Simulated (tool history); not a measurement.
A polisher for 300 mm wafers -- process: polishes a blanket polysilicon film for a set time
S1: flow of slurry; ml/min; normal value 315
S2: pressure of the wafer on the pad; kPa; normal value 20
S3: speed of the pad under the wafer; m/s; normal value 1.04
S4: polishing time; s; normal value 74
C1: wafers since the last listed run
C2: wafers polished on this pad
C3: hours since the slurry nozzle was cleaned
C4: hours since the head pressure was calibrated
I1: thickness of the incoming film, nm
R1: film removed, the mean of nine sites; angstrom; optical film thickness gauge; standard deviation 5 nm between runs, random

run,hour,S1,S2,S3,S4,C1,C2,C3,C4,I1,R1
1,0,315,20,1.04,91,0,1102,326.1,320,1875.8,7116
2,34,315,20,1.04,91,482,1585,360.1,354,1881.8,7128
# hour 58.5: worn pad replaced by a new one
3,59,315,20,1.04,91,298,6,385.1,379,1863.6,7019
4,88.9,315,20,1.04,74,424,431,415,408.9,1872.7,5754
5,101.6,315,20,1.22,74,180,611,427.7,421.6,1877.2,6321
6,121.2,315,20,1.22,74,278,890,447.3,441.2,1868.2,6225
# hour 173.4: worn pad replaced by a new one, of another model than before
7,224,315,20,1.22,74,1402,718,550.1,544,1894.4,6397
8,248.8,315,20,1.04,74,352,1070,574.9,568.8,1899.7,5518
# hour 260.5: head pressure recalibrated
9,269.1,315,20,1.04,74,259,1330,595.2,8.6,1889.1,6123
# hour 273.6: slurry nozzle cleaned
10,285.8,315,20,1.04,74,222,1553,12.2,25.3,1914.5,6077
# hour 298.5: worn pad replaced by a new one
11,310.7,315,14.5,0.8,74,296,173,37.1,50.2,1880.9,3454
12,326.2,315,14.5,0.8,74,220,393,52.6,65.7,1889.5,3436
13,359,385,20,1.04,56,465,859,85.4,98.5,1891,4527
14,380,315,20,1.04,74,298,1157,106.4,119.5,1854.9,5851
15,401,315,20,1.04,74,298,1455,127.4,140.5,1864.2,5692
16,432.1,315,24.1,1.04,74,441,1897,158.5,171.6,1849.6,6886
# hour 449.2: worn pad replaced by a new one
17,467.4,315,14.5,0.8,74,444,257,193.8,206.9,1891.7,3310
18,498.9,205,20,1.04,74,447,705,225.3,238.4,1854.3,5200
19,513.1,230,20,1.04,55,201,906,239.5,252.6,1888.2,3988
20,541.4,315,20,1.04,91,401,1308,267.8,280.9,1874.9,6823
21,591.7,275,14.5,1.26,67,714,2022,318.1,331.2,1906.6,4348
# hour 598.2: worn pad replaced by a new one
22,606,315,20,0.74,96,146,110,332.4,345.5,1904.7,5407

Run 23 comes next. What will it give?
23,642,315,20,1.22,94,511,621,368.4,381.5,1858.5,?

{"run 23": {"R1": 8278}}
With no hidden state in the tool, this same run would have given R1 9060 angstrom.
